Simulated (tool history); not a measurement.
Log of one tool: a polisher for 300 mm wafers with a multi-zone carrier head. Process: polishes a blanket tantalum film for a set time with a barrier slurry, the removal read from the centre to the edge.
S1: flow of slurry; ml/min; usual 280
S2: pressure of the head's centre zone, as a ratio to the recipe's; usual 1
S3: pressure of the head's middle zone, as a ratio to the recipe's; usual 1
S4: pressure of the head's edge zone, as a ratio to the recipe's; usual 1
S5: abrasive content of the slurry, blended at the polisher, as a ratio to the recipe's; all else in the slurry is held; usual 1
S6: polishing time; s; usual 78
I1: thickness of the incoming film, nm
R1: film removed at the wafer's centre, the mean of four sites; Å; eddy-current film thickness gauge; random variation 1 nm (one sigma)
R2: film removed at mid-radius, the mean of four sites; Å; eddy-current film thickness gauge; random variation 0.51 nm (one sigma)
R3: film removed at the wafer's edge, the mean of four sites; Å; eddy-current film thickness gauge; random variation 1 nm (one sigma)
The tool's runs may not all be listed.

run     day   S1  S2    S3    S4    S5  S6     I1   R1   R2   R3
  1       0  280   1     1     1     1  78  361.6  681  665  673
  2   4.312  280   1     1  1.07     1  78  363.7  670  665  700
      4.983  -- edge zone pressure recalibrated
      7.175  -- worn pad replaced by a new one
      7.912  -- slurry nozzle cleaned
  3  10.567  280   1     1  0.89     1  70  354.6  629  621  593
  4  12.975  280   1     1     1  0.75  78    357  633  638  629
  5  17.246  190   1     1  0.93  1.15  94  361.4  814  807  789
  6  20.342  370   1     1     1  0.75  78  363.4  643  630  636
  7  29.738  280   1     1     1   0.8  78  360.4  623  622  617
  8  33.292  280   1     1     1     1  78    357  667  652  652
     35.175  -- edge zone pressure recalibrated
     35.275  -- worn pad replaced by a new one
  9  35.904  280   1     1     1     1  78  366.8  738  710  723
       36.4  -- slurry nozzle cleaned
 10  40.046  280   1     1  0.91     1  89  360.9  803  806  754
 11  41.796  280   1  1.06  1.04     1  90    363  805  837  817
     42.846  -- centre zone pressure recalibrated
 12  45.133  280   1     1  0.93     1  97  357.6  846  849  817
 13    48.4  280   1     1     1     1  78  356.3  680  669  697
 14  51.488  280   1     1  0.95     1  78  359.2  659  673  659
     54.346  -- carrier head's membrane replaced by a new one
 15  55.046  340   1     1     1  1.15  94    360  863  848  856
 16  58.254  375   1     1     1     1  78  361.4  698  672  682

Forecast run 17:
 17  60.671  280   1   1   1   1  87  364.2   ?   ?   ?

{"run 17": {"R1": 751, "R2": 737, "R3": 765}}
Without the tool's hidden state the same run would have given R1 811 Å, R2 796 Å, R3 827 Å.

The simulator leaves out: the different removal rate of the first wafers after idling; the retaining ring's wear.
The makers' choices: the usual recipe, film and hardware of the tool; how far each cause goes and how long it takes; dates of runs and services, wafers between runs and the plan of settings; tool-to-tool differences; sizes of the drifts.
